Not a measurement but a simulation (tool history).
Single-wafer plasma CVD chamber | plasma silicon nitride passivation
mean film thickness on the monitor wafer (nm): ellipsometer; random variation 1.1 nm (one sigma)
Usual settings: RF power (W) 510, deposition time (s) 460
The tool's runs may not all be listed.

| run | day | RF power (W) | deposition time (s) | wafers since the last listed run | hours since the last RF generator calibration | hours since the showerhead was replaced | hours since the gauge calibration | read-back reference wafer on the same gauge, thickness_nm | mean film thickness on the monitor wafer (nm) |
|---|---|---|---|---|---|---|---|---|---|
| 1 | 0.000 | 510 | 460 | 0 | 1230.1 | 7452.7 | 277.1 | 484.660 | 597.992 |
| 2 | 1.517 | 510 | 460 | 208 | 1266.5 | 7489.1 | 313.5 | 484.910 | 596.005 |
|  | 3.075 | gauge calibrated |
| 3 | 4.504 | 510 | 460 | 410 | 1338.2 | 7560.8 | 34.3 | 485.051 | 594.743 |
| 4 | 6.850 | 510 | 460 | 322 | 1394.5 | 7617.1 | 90.6 | 485.137 | 594.658 |
|  | 9.700 | RF generator calibrated |
| 5 | 9.792 | 510 | 460 | 358 | 2.2 | 7687.7 | 161.2 | 484.878 | 604.629 |
| 6 | 12.392 | 510 | 460 | 356 | 64.6 | 7750.1 | 223.6 | 484.794 | 603.610 |
|  | 13.375 | showerhead replaced |
| 7 | 14.417 | 560 | 460 | 232 | 113.2 | 25.0 | 272.2 | 484.837 | 622.605 |
| 8 | 16.488 | 510 | 460 | 284 | 162.9 | 74.7 | 321.9 | 484.822 | 602.384 |
| 9 | 18.250 | 510 | 460 | 241 | 205.2 | 117.0 | 364.2 | 485.192 | 606.873 |
|  | 18.467 | gauge calibrated |
| 10 | 19.354 | 610 | 549 | 151 | 231.7 | 143.5 | 21.3 | 485.163 | 757.852 |
| 11 | 21.550 | 445 | 504 | 301 | 284.4 | 196.2 | 74.0 | 484.971 | 638.005 |
| 12 | 24.958 | 510 | 523 | 467 | 366.2 | 278.0 | 155.8 | 485.083 | 686.936 |
| 13 | 26.079 | 585 | 500 | 153 | 393.1 | 304.9 | 182.7 | 485.159 | 679.325 |
| 14 | 28.125 | 575 | 406 | 280 | 442.2 | 354.0 | 231.8 | 484.976 | 549.730 |

Forecast each of these 5 alternatives for the next run:
| A | 28.146 | 510 | 460 | 2 | 442.7 | 354.5 | 232.3 | ? | ? |
| B | 28.146 | 425 | 460 | 2 | 442.7 | 354.5 | 232.3 | ? | ? |
| C | 28.146 | 460 | 542 | 2 | 442.7 | 354.5 | 232.3 | ? | ? |
| D | 28.146 | 445 | 370 | 2 | 442.7 | 354.5 | 232.3 | ? | ? |
| E | 28.146 | 585 | 526 | 2 | 442.7 | 354.5 | 232.3 | ? | ? |

| run | read-back reference wafer on the same gauge, thickness_nm | mean film thickness on the monitor wafer (nm) |
|---|---|---|
| A | 485.094 | 603.755 |
| B | 485.094 | 575.130 |
| C | 485.094 | 692.007 |
| D | 485.094 | 468.262 |
| E | 485.094 | 716.524 |
Without the tool's hidden state the same runs would have given:
| run | mean film thickness on the monitor wafer (nm) |
|---|---|
| A | 605.106 |
| B | 576.417 |
| C | 693.555 |
| D | 469.310 |
| E | 718.127 |
